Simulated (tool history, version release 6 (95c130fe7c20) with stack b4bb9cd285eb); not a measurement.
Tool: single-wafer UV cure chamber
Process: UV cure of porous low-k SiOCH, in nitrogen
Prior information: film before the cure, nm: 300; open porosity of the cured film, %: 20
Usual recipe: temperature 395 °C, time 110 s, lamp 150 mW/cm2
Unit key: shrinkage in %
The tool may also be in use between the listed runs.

run   hour  temperature  time  lamp  wafers since the last listed run  hours since the UV bulbs were replaced  wafers since the quartz window was cleaned  shrinkage
  1    0.0          388   110   150                                 0                                  2429.3                                         995      9.491
  2    6.3          388   110   150                                58                                  2435.6                                        1054      9.292
  3   17.7          395   110   150                               105                                  2447.0                                        1160      9.332
  4   26.9          395   110   150                                85                                  2456.2                                        1245      9.314
  5   43.7          395   110   150                               156                                  2473.0                                        1401      9.238
  6   68.4          395   110   150                               229                                  2497.7                                        1631      9.094
  7   85.0          395   110   150                               154                                  2514.3                                        1785      9.024
  8  101.7          395   110   150                               155                                  2531.0                                        1940      8.908
  9  110.2          395   110   150                                78                                  2539.5                                        2019      8.858
 10  117.6          395   110   150                                68                                  2546.9                                        2088      8.769
     142.1  -- quartz window cleaned
 11  169.8          395   110   150                               410                                  2599.1                                         257      9.505
 12  176.8          384   110   133                                65                                  2606.1                                         322      8.794
 13  189.7          384   110   133                               119                                  2619.0                                         442      8.823
 14  205.7          387   110   150                               148                                  2635.0                                         590      9.212
 15  214.3          395   110   150                                79                                  2643.6                                         670      9.406
 16  220.7          395   110   150                                59                                  2650.0                                         730      9.585
 17  235.6          395   110   150                               138                                  2664.9                                         868      9.198
 18  249.8          395    95   150                               131                                  2679.1                                        1000      8.633
 19  266.1          395   110   150                               151                                  2695.4                                        1152      9.129
     285.2  -- UV bulbs replaced
 20  285.7          402   160   123                               107                                     0.5                                        1259     10.110
 21  288.5          400    45   139                                26                                     3.3                                        1286      5.495
 22  301.8          395   110   150                               123                                    16.6                                        1409      8.922
 23  317.8          390    85   140                               148                                    32.6                                        1558      7.496
 24  338.4          406    85   124                               191                                    53.2                                        1749      7.422
     354.9  -- quartz window cleaned
 25  355.2          395   110   150                                81                                    70.0                                           3      9.466
 26  362.6          406   110   127                                68                                    77.4                                          71      9.005
 27  379.2          395    65   150                               154                                    94.0                                         226      7.500
 28  398.4          381   110   150                               178                                   113.2                                         404      9.313
 29  405.4          378   155   138                                65                                   120.2                                         469     10.344
 30  415.6          395   110   150                                94                                   130.4                                         564      9.546
 31  423.1          395   110   150                                69                                   137.9                                         634      9.367
 32  435.3          380    90   179                               113                                   150.1                                         747      8.888
 33  447.6          395   145   118                               114                                   162.4                                         861      9.765
 34  462.3          376   110   135                               136                                   177.1                                         998      8.484
 35  472.3          387    65   161                                92                                   187.1                                        1091      7.281
 36  479.0          395   110   150                                62                                   193.8                                        1153      9.351

Some steps in shrinkage, run to run, broken into two amounts with sign: the step expected even without the hidden condition (settings, incoming material, random variation), and the rest, left for the hidden condition together with whatever gauge scatter is not in both the measured and the hidden-condition-free result:
The hidden state here: lamp output below its setpoint, %; transmission lost against a clean window, %.
Run 10 -> 11: quartz window cleaned. shrinkage +0.736 %: hidden state +0.668, all else +0.068.
Run 20 -> 21: temperature 402 -> 400, time 160 -> 45, lamp 123 -> 139. shrinkage -4.615 %: hidden state +0.055, all else -4.670.
Run 21 -> 22: temperature 400 -> 395, time 45 -> 110, lamp 139 -> 150. shrinkage +3.427 %: hidden state -0.106, all else +3.533.
Run 23 -> 24: temperature 390 -> 406, lamp 140 -> 124. shrinkage -0.074 %: hidden state -0.132, all else +0.058.
Run 24 -> 25: temperature 406 -> 395, time 85 -> 110, lamp 124 -> 150, quartz window cleaned. shrinkage +2.044 %: hidden state +0.606, all else +1.438.
Run 35 -> 36: temperature 387 -> 395, time 65 -> 110, lamp 161 -> 150. shrinkage +2.070 %: hidden state -0.040, all else +2.110.
